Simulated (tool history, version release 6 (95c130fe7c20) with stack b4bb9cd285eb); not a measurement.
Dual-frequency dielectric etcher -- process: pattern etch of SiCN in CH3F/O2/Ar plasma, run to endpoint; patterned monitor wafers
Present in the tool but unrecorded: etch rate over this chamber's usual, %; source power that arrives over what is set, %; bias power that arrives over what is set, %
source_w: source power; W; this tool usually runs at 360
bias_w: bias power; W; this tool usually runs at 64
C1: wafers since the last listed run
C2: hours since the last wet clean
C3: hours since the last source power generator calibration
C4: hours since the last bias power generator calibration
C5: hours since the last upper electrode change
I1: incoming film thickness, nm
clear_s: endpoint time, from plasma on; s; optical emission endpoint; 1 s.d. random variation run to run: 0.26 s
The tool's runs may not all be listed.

run 1 hour=0 | source_w=360 bias_w=64 | C1=0 C2=436.3 C3=975.6 C4=2538.2 C5=3127.8 | I1=12.46 | clear_s=33.7
run 2 hour=32.1 | source_w=360 bias_w=64 | C1=515 C2=468.4 C3=1007.7 C4=2570.3 C5=3159.9 | I1=12.44 | clear_s=34
run 3 hour=73.6 | source_w=360 bias_w=64 | C1=666 C2=509.9 C3=1049.2 C4=2611.8 C5=3201.4 | I1=12.49 | clear_s=34
-- hour=108 wet clean of the chamber
run 4 hour=108.5 | source_w=360 bias_w=64 | C1=175 C2=0.5 C3=1084.1 C4=2646.7 C5=3236.3 | I1=12.58 | clear_s=33
run 5 hour=138 | source_w=410 bias_w=64 | C1=474 C2=30 C3=1113.6 C4=2676.2 C5=3265.8 | I1=12.5 | clear_s=32
run 6 hour=197.6 | source_w=410 bias_w=64 | C1=957 C2=89.6 C3=1173.2 C4=2735.8 C5=3325.4 | I1=12.49 | clear_s=32.2
run 7 hour=233.2 | source_w=390 bias_w=74 | C1=572 C2=125.2 C3=1208.8 C4=2771.4 C5=3361 | I1=12.58 | clear_s=31.2
run 8 hour=348.4 | source_w=390 bias_w=74 | C1=1851 C2=240.4 C3=1324 C4=2886.6 C5=3476.2 | I1=12.5 | clear_s=30.8
run 9 hour=406.8 | source_w=390 bias_w=74 | C1=938 C2=298.8 C3=1382.4 C4=2945 C5=3534.6 | I1=12.55 | clear_s=31.4
run 10 hour=439.3 | source_w=290 bias_w=64 | C1=522 C2=331.3 C3=1414.9 C4=2977.5 C5=3567.1 | I1=12.39 | clear_s=35.8
run 11 hour=483.5 | source_w=290 bias_w=64 | C1=710 C2=375.5 C3=1459.1 C4=3021.7 C5=3611.3 | I1=12.43 | clear_s=36
run 12 hour=546.2 | source_w=290 bias_w=64 | C1=1007 C2=438.2 C3=1521.8 C4=3084.4 C5=3674 | I1=12.59 | clear_s=36.9
run 13 hour=602 | source_w=360 bias_w=64 | C1=896 C2=494 C3=1577.6 C4=3140.2 C5=3729.8 | I1=12.55 | clear_s=34.6
run 14 hour=630 | source_w=360 bias_w=64 | C1=449 C2=522 C3=1605.6 C4=3168.2 C5=3757.8 | I1=12.46 | clear_s=34.2
run 15 hour=686.1 | source_w=430 bias_w=59 | C1=901 C2=578.1 C3=1661.7 C4=3224.3 C5=3813.9 | I1=12.52 | clear_s=33.8
run 16 hour=732 | source_w=320 bias_w=53 | C1=737 C2=624 C3=1707.6 C4=3270.2 C5=3859.8 | I1=12.47 | clear_s=38.2
run 17 hour=756.6 | source_w=330 bias_w=51 | C1=395 C2=648.6 C3=1732.2 C4=3294.8 C5=3884.4 | I1=12.59 | clear_s=38.3
-- hour=783.8 source power generator calibrated
-- hour=794.3 wet clean of the chamber
run 18 hour=948.1 | source_w=360 bias_w=64 | C1=2844 C2=153.8 C3=164.3 C4=3486.3 C5=4075.9 | I1=12.48 | clear_s=33.2
run 19 hour=1017.2 | source_w=330 bias_w=54 | C1=1110 C2=222.9 C3=233.4 C4=3555.4 C5=4145 | I1=12.46 | clear_s=36.3
-- hour=1051.5 bias power generator calibrated
run 20 hour=1062.5 | source_w=360 bias_w=64 | C1=663 C2=268.2 C3=278.7 C4=11 C5=4190.3 | I1=12.61 | clear_s=33.6
-- hour=1136.7 upper electrode replaced
run 21 hour=1137.2 | source_w=320 bias_w=79 | C1=814 C2=342.9 C3=353.4 C4=85.7 C5=0.5 | I1=12.52 | clear_s=32.3
run 22 hour=1153.9 | source_w=360 bias_w=79 | C1=268 C2=359.6 C3=370.1 C4=102.4 C5=17.2 | I1=12.52 | clear_s=32
run 23 hour=1367.7 | source_w=410 bias_w=72 | C1=3435 C2=573.4 C3=583.9 C4=316.2 C5=231 | I1=12.53 | clear_s=32
run 24 hour=1401.7 | source_w=360 bias_w=64 | C1=546 C2=607.4 C3=617.9 C4=350.2 C5=265 | I1=12.6 | clear_s=35.6
-- hour=1462.6 wet clean of the chamber
run 25 hour=1527.8 | source_w=390 bias_w=64 | C1=1640 C2=65.2 C3=744 C4=476.3 C5=391.1 | I1=12.5 | clear_s=32.7
run 26 hour=1577.1 | source_w=360 bias_w=64 | C1=792 C2=114.5 C3=793.3 C4=525.6 C5=440.4 | I1=12.52 | clear_s=33.3
run 27 hour=1607.2 | source_w=290 bias_w=53 | C1=483 C2=144.6 C3=823.4 C4=555.7 C5=470.5 | I1=12.61 | clear_s=37.8
run 28 hour=1671 | source_w=420 bias_w=48 | C1=1025 C2=208.4 C3=887.2 C4=619.5 C5=534.3 | I1=12.45 | clear_s=35.4

Measured less the same run without the tool's hidden state. The same run-to-run variation is in both; the gauge's scatter may not be:
run=1 clear_s=+0.9
run=2 clear_s=+1.1
run=3 clear_s=+1.2
run=4 clear_s=-0.1
run=5 clear_s=+0
run=6 clear_s=+0.1
run=7 clear_s=+0.2
run=8 clear_s=+0.5
run=9 clear_s=+0.7
run=10 clear_s=+0.9
run=11 clear_s=+1
run=12 clear_s=+1.3
run=13 clear_s=+1.3
run=14 clear_s=+1.4
run=15 clear_s=+1.6
run=16 clear_s=+1.9
run=17 clear_s=+2
run=18 clear_s=+0.4
run=19 clear_s=+0.7
run=20 clear_s=+0.7
run=21 clear_s=+0.9
run=22 clear_s=+0.9
run=23 clear_s=+1.5
run=24 clear_s=+1.8
run=25 clear_s=+0.2
run=26 clear_s=+0.4
run=27 clear_s=+0.6
run=28 clear_s=+0.7

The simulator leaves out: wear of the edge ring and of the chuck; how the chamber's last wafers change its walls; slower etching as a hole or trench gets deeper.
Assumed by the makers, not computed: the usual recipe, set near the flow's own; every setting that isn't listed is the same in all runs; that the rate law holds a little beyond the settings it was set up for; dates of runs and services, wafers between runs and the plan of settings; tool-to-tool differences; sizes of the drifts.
